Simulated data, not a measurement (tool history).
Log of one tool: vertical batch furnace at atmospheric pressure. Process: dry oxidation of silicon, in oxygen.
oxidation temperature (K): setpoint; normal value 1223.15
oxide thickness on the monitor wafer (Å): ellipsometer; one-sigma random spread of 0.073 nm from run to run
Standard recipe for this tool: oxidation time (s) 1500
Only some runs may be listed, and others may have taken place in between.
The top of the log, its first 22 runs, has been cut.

| run | hour | oxidation temperature (K) | oxidation time (s) | read-back reference wafer on the same gauge, thickness | oxide thickness on the monitor wafer (Å) |
|---|---|---|---|---|---|
|  | 314.9 | thermocouples replaced and temperature profile calibrated |
| 23 | 315.4 | 1223.15 | 1500 | 40.04 | 486.9 |
| 24 | 319.8 | 1206.15 | 960 | 40.03 | 448.8 |
| 25 | 326.5 | 1223.15 | 1500 | 40.04 | 487.2 |
| 26 | 332.8 | 1223.15 | 1500 | 40.02 | 487.1 |
| 27 | 350.4 | 1223.15 | 1500 | 40.01 | 485.9 |
| 28 | 364.3 | 1206.15 | 990 | 39.95 | 449.3 |
|  | 389.7 | boat lift adjusted |
| 29 | 390.2 | 1223.15 | 1500 | 39.98 | 485.6 |
| 30 | 409.4 | 1242.15 | 810 | 39.96 | 460 |
| 31 | 426.7 | 1236.15 | 1950 | 39.92 | 524.5 |
| 32 | 440.8 | 1223.15 | 1500 | 39.92 | 487 |
| 33 | 493.4 | 1247.15 | 2070 | 39.83 | 542.5 |
| 34 | 511.1 | 1223.15 | 1500 | 39.79 | 482.7 |
| 35 | 523.7 | 1202.15 | 1080 | 39.73 | 448.5 |
| 36 | 537.1 | 1200.15 | 1290 | 39.68 | 454.3 |
| 37 | 550.2 | 1238.15 | 1830 | 39.68 | 515.9 |
| 38 | 568 | 1238.15 | 1980 | 39.62 | 525.5 |
| 39 | 574.8 | 1236.15 | 810 | 39.59 | 452.7 |
| 40 | 592.2 | 1232.15 | 2190 | 39.55 | 527.8 |

Here are 3 independent what-if runs from the current tool condition. What would each one return?
| A | 596.7 | 1223.15 | 1500 | ? | ? |
| B | 596.7 | 1210.15 | 960 | ? | ? |
| C | 596.7 | 1210.15 | 1020 | ? | ? |

| run | read-back reference wafer on the same gauge, thickness | oxide thickness on the monitor wafer (Å) |
|---|---|---|
| A | 39.54 | 480.7 |
| B | 39.54 | 445.1 |
| C | 39.54 | 447.7 |
Without the tool's hidden state the same runs would have given:
| run | oxide thickness on the monitor wafer (Å) |
|---|---|
| A | 486.1 |
| B | 450.1 |
| C | 452.8 |
